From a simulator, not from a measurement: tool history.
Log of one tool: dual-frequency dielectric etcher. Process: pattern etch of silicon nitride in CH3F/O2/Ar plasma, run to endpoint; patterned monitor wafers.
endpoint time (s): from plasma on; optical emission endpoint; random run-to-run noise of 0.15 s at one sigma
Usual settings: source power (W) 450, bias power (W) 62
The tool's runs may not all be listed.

run    hour  source power (W)  bias power (W)  wafers since the last listed run  hours since the last wet clean  hours since the last source power generator calibration  hours since the last bias power generator calibration  hours since the last upper electrode change  incoming incoming film thickness, nm  endpoint time (s)
  1     0.0               490              62                                 0                            46.0                                                   2075.2                                                 1319.2                                        725.4                                 34.23               48.3
  2    78.2               490              62                              1432                           124.2                                                   2153.4                                                 1397.4                                        803.6                                 34.34               48.1
  3   349.5               490              62                              4970                           395.5                                                   2424.7                                                 1668.7                                       1074.9                                 34.54               47.7
  4   407.4               450              62                              1060                           453.4                                                   2482.6                                                 1726.6                                       1132.8                                 34.45               48.6
      448.5  -- wet clean of the chamber
  5   486.9               450              62                              1016                            38.4                                                   2562.1                                                 1806.1                                       1212.3                                 34.54               50.1
  6   575.6               450              62                              1625                           127.1                                                   2650.8                                                 1894.8                                       1301.0                                 34.67               50.0
  7   679.3               450              62                              1900                           230.8                                                   2754.5                                                 1998.5                                       1404.7                                 34.41               49.1
  8   753.3               450              62                              1355                           304.8                                                   2828.5                                                 2072.5                                       1478.7                                 34.35               48.9
  9   822.4               450              54                              1266                           373.9                                                   2897.6                                                 2141.6                                       1547.8                                 34.38               51.8
 10   924.5               450              54                              1870                           476.0                                                   2999.7                                                 2243.7                                       1649.9                                 34.16               50.5
      974.7  -- wet clean of the chamber
 11   982.1               520              62                               615                             7.4                                                   3057.3                                                 2301.3                                       1707.5                                 34.30               47.6
 12  1042.1               520              62                              1099                            67.4                                                   3117.3                                                 2361.3                                       1767.5                                 34.90               48.4
 13  1131.8               450              72                              1643                           157.1                                                   3207.0                                                 2451.0                                       1857.2                                 34.56               47.0
     1292.2  -- upper electrode replaced
 14  1397.9               450              72                              4435                           423.2                                                   3473.1                                                 2717.1                                        105.7                                 34.51               45.9
 15  1445.9               380              51                               879                           471.2                                                   3521.1                                                 2765.1                                        153.7                                 34.27               55.8
     1484.3  -- wet clean of the chamber
 16  1499.3               490              77                               538                            15.0                                                   3574.5                                                 2818.5                                        207.1                                 34.46               44.2
 17  1552.6               490              62                               976                            68.3                                                   3627.8                                                 2871.8                                        260.4                                 34.56               48.3
 18  1611.1               490              56                              1071                           126.8                                                   3686.3                                                 2930.3                                        318.9                                 34.38               49.9

Run 19 has not been measured yet. What should we expect?
 19  1679.2               520              76                              1247                           194.9                                                   3754.4                                                 2998.4                                        387.0                                 34.55                  ?

endpoint time (s): 42.9
With no hidden state in the tool, this same run would have given endpoint time (s) 44.0.
